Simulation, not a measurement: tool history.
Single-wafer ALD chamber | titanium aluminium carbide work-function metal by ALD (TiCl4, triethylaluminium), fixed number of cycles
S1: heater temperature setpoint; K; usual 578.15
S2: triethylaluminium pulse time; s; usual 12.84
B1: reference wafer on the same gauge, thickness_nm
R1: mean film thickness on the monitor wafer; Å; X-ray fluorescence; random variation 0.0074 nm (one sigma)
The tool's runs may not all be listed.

run	hour	S1	S2	B1	R1
1	0.0	581.15	9.57	2.321	22.15
2	82.5	581.15	9.57	2.320	22.15
3	130.4	578.15	14.18	2.322	22.25
4	174.7	578.15	14.18	2.318	22.30
5	269.6	578.15	14.18	2.321	22.30
6	323.5	586.15	12.84	2.319	23.06
7	402.1	586.15	12.84	2.320	23.04
8	484.8	578.15	8.41	2.321	21.58
9	547.2	565.15	8.19	2.318	20.20
10	598.2	586.15	14.78	2.318	23.21
11	657.9	586.15	16.68	2.319	23.24
12	718.1	578.15	12.84	2.322	22.25
13	821.4	574.15	10.65	2.318	21.62
14	927.7	565.15	8.37	2.320	20.24
15	973.5	578.15	12.84	2.320	22.21

Taken out of this log: 4 entries between the listed runs. Where each belongs, and how the hidden state differs across it:
Between runs 7 and 8: gauge calibrated (hour 438.5)
  no hidden state differs between the two runs
Between runs 8 and 9: showerhead replaced (hour 503.2); triethylaluminium bottle replaced (hour 546.7)
  no hidden state differs between the two runs
Between runs 12 and 13: thermocouple changed; heater temperature recalibrated (hour 756.1)
  no hidden state differs between the two runs
